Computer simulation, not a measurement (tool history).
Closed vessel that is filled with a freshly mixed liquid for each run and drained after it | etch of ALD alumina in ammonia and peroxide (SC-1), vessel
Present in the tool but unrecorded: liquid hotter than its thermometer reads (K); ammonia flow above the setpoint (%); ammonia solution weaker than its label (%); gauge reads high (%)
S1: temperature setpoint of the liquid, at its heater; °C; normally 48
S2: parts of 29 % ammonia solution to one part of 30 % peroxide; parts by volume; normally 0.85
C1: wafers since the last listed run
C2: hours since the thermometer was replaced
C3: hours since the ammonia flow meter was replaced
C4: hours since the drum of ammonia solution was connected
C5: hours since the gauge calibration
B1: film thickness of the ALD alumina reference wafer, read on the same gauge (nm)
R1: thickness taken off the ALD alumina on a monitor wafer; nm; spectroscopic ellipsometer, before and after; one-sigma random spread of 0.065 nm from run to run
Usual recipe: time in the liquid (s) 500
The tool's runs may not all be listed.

{"run": 1, "day": 0.0, "S1": 48, "S2": 0.75, "time in the liquid (s)": 500, "C1": 0, "C2": 2412.1, "C3": 150.5, "C4": 437, "C5": 170, "B1": 110.01, "R1": 26.42}
{"run": 2, "day": 1.904, "S1": 48, "S2": 0.85, "time in the liquid (s)": 500, "C1": 4589, "C2": 2457.8, "C3": 196.2, "C4": 482.7, "C5": 215.7, "B1": 110.02, "R1": 26.7}
{"run": 3, "day": 6.154, "S1": 48, "S2": 0.95, "time in the liquid (s)": 500, "C1": 10243, "C2": 2559.8, "C3": 298.2, "C4": 584.7, "C5": 317.7, "B1": 110.01, "R1": 27.12}
{"day": 8.979, "done": "thermometer replaced"}
{"run": 4, "day": 9.842, "S1": 48, "S2": 0.95, "time in the liquid (s)": 500, "C1": 8787, "C2": 20.7, "C3": 386.7, "C4": 673.2, "C5": 406.2, "B1": 109.98, "R1": 26.99}
{"run": 5, "day": 12.504, "S1": 48, "S2": 0.95, "time in the liquid (s)": 500, "C1": 6417, "C2": 84.6, "C3": 450.6, "C4": 737.1, "C5": 470.1, "B1": 109.98, "R1": 26.98}
{"run": 6, "day": 14.038, "S1": 48, "S2": 0.85, "time in the liquid (s)": 275, "C1": 3695, "C2": 121.4, "C3": 487.4, "C4": 773.9, "C5": 506.9, "B1": 109.97, "R1": 14.66}
{"day": 15.262, "done": "new drum of ammonia solution connected"}
{"run": 7, "day": 17.354, "S1": 48, "S2": 0.65, "time in the liquid (s)": 500, "C1": 7893, "C2": 201, "C3": 567, "C4": 50.2, "C5": 586.5, "B1": 109.98, "R1": 26.43}
{"run": 8, "day": 21.025, "S1": 48, "S2": 0.65, "time in the liquid (s)": 500, "C1": 8847, "C2": 289.1, "C3": 655.1, "C4": 138.3, "C5": 674.6, "B1": 109.97, "R1": 26.3}
{"run": 9, "day": 22.879, "S1": 48, "S2": 0.85, "time in the liquid (s)": 500, "C1": 4469, "C2": 333.6, "C3": 699.6, "C4": 182.8, "C5": 719.1, "B1": 110, "R1": 27.03}
{"run": 10, "day": 27.167, "S1": 38.5, "S2": 1.05, "time in the liquid (s)": 500, "C1": 10334, "C2": 436.5, "C3": 802.5, "C4": 285.7, "C5": 822, "B1": 110.02, "R1": 15.92}
{"run": 11, "day": 28.875, "S1": 48, "S2": 0.85, "time in the liquid (s)": 500, "C1": 4117, "C2": 477.5, "C3": 843.5, "C4": 326.7, "C5": 863, "B1": 110.01, "R1": 26.95}
{"run": 12, "day": 33.529, "S1": 55, "S2": 0.85, "time in the liquid (s)": 500, "C1": 11217, "C2": 589.2, "C3": 955.2, "C4": 438.4, "C5": 974.7, "B1": 109.96, "R1": 39.55}
{"run": 13, "day": 37.458, "S1": 48, "S2": 0.85, "time in the liquid (s)": 500, "C1": 9470, "C2": 683.5, "C3": 1049.5, "C4": 532.7, "C5": 1069, "B1": 110.02, "R1": 26.89}
{"run": 14, "day": 40.671, "S1": 51.5, "S2": 0.85, "time in the liquid (s)": 500, "C1": 7743, "C2": 760.6, "C3": 1126.6, "C4": 609.8, "C5": 1146.1, "B1": 109.98, "R1": 32.61}
{"day": 43.529, "done": "new drum of ammonia solution connected"}
{"run": 15, "day": 44.2, "S1": 48, "S2": 0.85, "time in the liquid (s)": 500, "C1": 8405, "C2": 845.3, "C3": 1211.3, "C4": 16.1, "C5": 1230.8, "B1": 110, "R1": 27.23}
{"run": 16, "day": 47.588, "S1": 39, "S2": 0.5, "time in the liquid (s)": 250, "C1": 8164, "C2": 926.6, "C3": 1292.6, "C4": 97.4, "C5": 1312.1, "B1": 109.99, "R1": 7.69}
{"run": 17, "day": 50.138, "S1": 48, "S2": 0.65, "time in the liquid (s)": 305, "C1": 6146, "C2": 987.8, "C3": 1353.8, "C4": 158.6, "C5": 1373.3, "B1": 110.02, "R1": 16.19}
{"day": 52.012, "done": "ammonia flow meter replaced"}
{"run": 18, "day": 52.579, "S1": 48, "S2": 0.85, "time in the liquid (s)": 500, "C1": 5784, "C2": 1046.4, "C3": 13.6, "C4": 217.2, "C5": 1431.9, "B1": 110.04, "R1": 26.9}

For run 19, what comes out?
{"run": 19, "day": 54.083, "S1": 48, "S2": 1.1, "time in the liquid (s)": 500, "C1": 3625, "C2": 1082.5, "C3": 49.7, "C4": 253.3, "C5": 1468, "B1": "?", "R1": "?"}

For run 19 the tool returned B1 110.03, R1 27.51 nm.
Were there no unlogged condition in the tool, this run, its random variation unchanged, would have produced R1 27.57 nm.
